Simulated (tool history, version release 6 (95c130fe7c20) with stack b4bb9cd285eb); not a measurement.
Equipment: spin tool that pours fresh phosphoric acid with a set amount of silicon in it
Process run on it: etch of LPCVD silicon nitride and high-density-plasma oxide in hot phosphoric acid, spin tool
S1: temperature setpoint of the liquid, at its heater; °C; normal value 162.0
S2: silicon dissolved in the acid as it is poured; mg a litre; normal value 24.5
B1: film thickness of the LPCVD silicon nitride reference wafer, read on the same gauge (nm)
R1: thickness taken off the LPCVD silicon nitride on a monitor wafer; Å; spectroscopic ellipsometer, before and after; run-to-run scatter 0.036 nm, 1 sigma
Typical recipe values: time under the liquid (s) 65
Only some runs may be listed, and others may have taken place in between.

{"run": 1, "hour": 0.0, "S1": 160.0, "S2": 24.5, "time under the liquid (s)": 65, "B1": 60.01, "R1": 62.8}
{"run": 2, "hour": 57.8, "S1": 162.0, "S2": 24.5, "time under the liquid (s)": 65, "B1": 60.01, "R1": 67.6}
{"hour": 117.3, "done": "dissolved silicon flow meter replaced"}
{"run": 3, "hour": 127.8, "S1": 162.0, "S2": 24.5, "time under the liquid (s)": 65, "B1": 60.02, "R1": 67.6}
{"hour": 234.4, "done": "thermometer replaced"}
{"run": 4, "hour": 308.6, "S1": 162.0, "S2": 24.5, "time under the liquid (s)": 65, "B1": 60.01, "R1": 62.7}
{"run": 5, "hour": 336.8, "S1": 162.0, "S2": 24.5, "time under the liquid (s)": 65, "B1": 59.98, "R1": 63.2}
{"run": 6, "hour": 402.6, "S1": 162.0, "S2": 24.5, "time under the liquid (s)": 65, "B1": 60.0, "R1": 63.3}
{"run": 7, "hour": 472.5, "S1": 160.5, "S2": 24.5, "time under the liquid (s)": 65, "B1": 59.99, "R1": 59.9}
{"run": 8, "hour": 500.5, "S1": 162.0, "S2": 24.5, "time under the liquid (s)": 65, "B1": 60.0, "R1": 64.1}
{"hour": 526.8, "done": "gauge calibrated"}
{"run": 9, "hour": 534.0, "S1": 159.5, "S2": 24.5, "time under the liquid (s)": 30, "B1": 59.97, "R1": 27.0}
{"run": 10, "hour": 560.7, "S1": 163.5, "S2": 36.5, "time under the liquid (s)": 100, "B1": 60.0, "R1": 102.9}
{"run": 11, "hour": 613.5, "S1": 163.5, "S2": 24.5, "time under the liquid (s)": 65, "B1": 60.01, "R1": 67.0}
{"run": 12, "hour": 659.1, "S1": 162.0, "S2": 24.5, "time under the liquid (s)": 65, "B1": 60.0, "R1": 64.1}
{"run": 13, "hour": 698.0, "S1": 160.5, "S2": 24.5, "time under the liquid (s)": 65, "B1": 59.99, "R1": 60.8}
{"run": 14, "hour": 745.9, "S1": 164.0, "S2": 24.5, "time under the liquid (s)": 45, "B1": 60.01, "R1": 47.4}
{"run": 15, "hour": 812.4, "S1": 162.0, "S2": 24.5, "time under the liquid (s)": 65, "B1": 59.99, "R1": 64.9}
{"run": 16, "hour": 881.5, "S1": 163.5, "S2": 24.5, "time under the liquid (s)": 40, "B1": 60.0, "R1": 41.8}
{"hour": 914.2, "done": "dissolved silicon flow meter replaced"}
{"run": 17, "hour": 934.8, "S1": 162.0, "S2": 37.0, "time under the liquid (s)": 65, "B1": 60.02, "R1": 65.8}
{"run": 18, "hour": 971.8, "S1": 162.0, "S2": 24.5, "time under the liquid (s)": 65, "B1": 60.0, "R1": 64.9}
{"run": 19, "hour": 1017.2, "S1": 162.0, "S2": 19.0, "time under the liquid (s)": 65, "B1": 60.01, "R1": 65.5}
{"run": 20, "hour": 1056.3, "S1": 162.0, "S2": 16.5, "time under the liquid (s)": 100, "B1": 60.03, "R1": 99.9}
{"run": 21, "hour": 1083.4, "S1": 164.5, "S2": 24.5, "time under the liquid (s)": 85, "B1": 60.01, "R1": 93.0}
{"run": 22, "hour": 1134.8, "S1": 162.0, "S2": 9.0, "time under the liquid (s)": 65, "B1": 60.0, "R1": 65.6}

Below, each run's measurement less what the same run would have read without the hidden state. Both values contain the same run-to-run variation, but the gauge's scatter may not be the same in both:
Hidden state at play: liquid hotter than its thermometer reads (K); dissolved silicon flow above the setpoint (%); temperature lost on the way to the wafer (K); gauge reads high (%).
run=1 R1=+4.1
run=2 R1=+4.5
run=3 R1=+4.7
run=4 R1=+0.5
run=5 R1=+0.5
run=6 R1=+0.8
run=7 R1=+0.9
run=8 R1=+1.1
run=9 R1=+0.5
run=10 R1=+2.0
run=11 R1=+1.5
run=12 R1=+1.5
run=13 R1=+1.6
run=14 R1=+1.3
run=15 R1=+2.0
run=16 R1=+1.4
run=17 R1=+2.4
run=18 R1=+2.4
run=19 R1=+2.6
run=20 R1=+4.1
run=21 R1=+3.9
run=22 R1=+3.0

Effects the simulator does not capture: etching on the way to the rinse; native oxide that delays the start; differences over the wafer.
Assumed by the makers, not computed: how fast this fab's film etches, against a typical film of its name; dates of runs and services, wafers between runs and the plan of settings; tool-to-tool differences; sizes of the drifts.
